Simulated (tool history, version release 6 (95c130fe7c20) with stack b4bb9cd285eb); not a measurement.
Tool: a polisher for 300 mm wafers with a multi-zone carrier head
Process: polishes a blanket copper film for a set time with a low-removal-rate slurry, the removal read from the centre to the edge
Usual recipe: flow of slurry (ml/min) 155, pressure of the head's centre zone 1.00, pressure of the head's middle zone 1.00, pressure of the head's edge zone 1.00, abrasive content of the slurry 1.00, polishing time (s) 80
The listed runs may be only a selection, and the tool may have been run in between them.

run,hour,flow of slurry (ml/min),pressure of the head's centre zone,pressure of the head's middle zone,pressure of the head's edge zone,abrasive content of the slurry,polishing time (s),wafers since the last listed run,wafers polished on this pad,hours since the slurry nozzle was cleaned,hours since the centre zone pressure was calibrated,hours since the edge zone pressure was calibrated,hours since the carrier head's membrane was replaced,"incoming thickness of the incoming film, nm",film removed at the wafer's centre (Å),film removed at mid-radius (Å),film removed at the wafer's edge (Å)
1,0.0,155,1.00,0.92,1.00,1.00,80,0,4029,601.5,362.4,310.4,245.5,1469.8,2127,1978,2130
2,45.8,120,1.08,1.00,1.00,0.75,98,401,4430,647.3,408.2,356.2,291.3,1498.5,2541,2334,2430
3,150.7,205,1.00,1.00,0.91,1.00,80,919,5350,752.2,513.1,461.1,396.2,1502.9,2164,2104,2081
# hour 210.8: slurry nozzle cleaned
4,214.1,155,1.05,0.91,1.00,0.80,90,547,5897,3.3,576.5,524.5,459.6,1490.5,2322,1983,2217
# hour 239.6: worn pad replaced by a new one
# hour 272.5: centre zone pressure recalibrated
5,291.5,155,1.00,1.00,1.00,1.00,80,625,437,80.7,19.0,601.9,537.0,1503.5,2238,2211,2237
6,380.0,105,1.00,1.00,1.04,1.00,80,775,1213,169.2,107.5,690.4,625.5,1486.3,2103,2089,2178
# hour 440.0: edge zone pressure recalibrated
7,491.7,155,1.00,1.00,1.00,1.00,80,961,2175,280.9,219.2,51.7,737.2,1463.3,2218,2174,2205
8,542.4,155,1.03,1.00,1.00,1.20,80,444,2619,331.6,269.9,102.4,787.9,1483.1,2316,2274,2271
9,604.4,100,1.00,1.00,1.00,1.00,80,543,3163,393.6,331.9,164.4,849.9,1501.5,2028,2007,2087
10,685.6,155,1.00,1.00,1.00,1.00,80,711,3875,474.8,413.1,245.6,931.1,1503.3,2163,2094,2142
# hour 701.2: carrier head's membrane replaced by a new one
11,743.3,155,0.96,0.94,1.00,1.10,80,462,4337,532.5,470.8,303.3,42.1,1481.0,2107,2068,2183
# hour 839.1: centre zone pressure recalibrated
12,839.6,155,1.00,1.00,1.00,1.00,80,826,5164,628.8,0.5,399.6,138.4,1514.6,2078,2066,2105
# hour 868.9: worn pad replaced by a new one
13,879.0,120,1.00,1.00,1.00,1.00,80,310,88,668.2,39.9,439.0,177.8,1498.1,2164,2148,2198
14,930.4,155,1.00,1.00,1.00,1.00,80,450,539,719.6,91.3,490.4,229.2,1481.2,2253,2237,2249
# hour 1005.0: slurry nozzle cleaned
# hour 1098.8: edge zone pressure recalibrated
15,1149.4,200,1.00,1.00,1.10,1.00,80,1893,2433,144.4,310.3,50.6,448.2,1502.2,2310,2251,2333
16,1186.9,155,1.00,1.00,1.00,1.00,80,328,2761,181.9,347.8,88.1,485.7,1493.3,2197,2161,2234
17,1283.2,155,1.00,1.00,1.00,1.00,80,844,3606,278.2,444.1,184.4,582.0,1499.0,2178,2157,2169
18,1387.3,200,1.00,1.00,1.00,1.00,80,912,4518,382.3,548.2,288.5,686.1,1495.8,2226,2178,2198
# hour 1425.0: centre zone pressure recalibrated
19,1470.6,155,1.00,1.00,1.05,1.00,53,712,5231,465.6,45.6,371.8,769.4,1473.5,1386,1354,1441
# hour 1541.3: worn pad replaced by a new one
20,1557.3,155,1.08,1.00,1.00,1.25,80,725,140,552.3,132.3,458.5,856.1,1488.0,2476,2316,2314

Measured less the same run without the tool's hidden state. The same run-to-run variation is in both; the gauge's scatter may not be:
The tool's hidden condition here consists of: removal rate lost through wear of the pad, %; slurry flow missing at the pad, %; deviation of the centre zone's pressure from its setpoint, %; deviation of the edge zone's pressure from its setpoint, %.
run,film removed at the wafer's centre (Å),film removed at mid-radius (Å),film removed at the wafer's edge (Å)
1,-136,-125,-135
2,-185,-170,-177
3,-211,-206,-204
4,-269,-229,-256
5,-12,-12,-12
6,-17,-17,-18
7,-36,-36,-36
8,-50,-49,-49
9,-59,-59,-61
10,-91,-88,-90
11,-111,-109,-115
12,-154,-153,-156
13,-12,-12,-12
14,-14,-14,-13
15,-46,-44,-47
16,-53,-52,-54
17,-81,-81,-81
18,-125,-123,-124
19,-104,-102,-109
20,-13,-11,-11
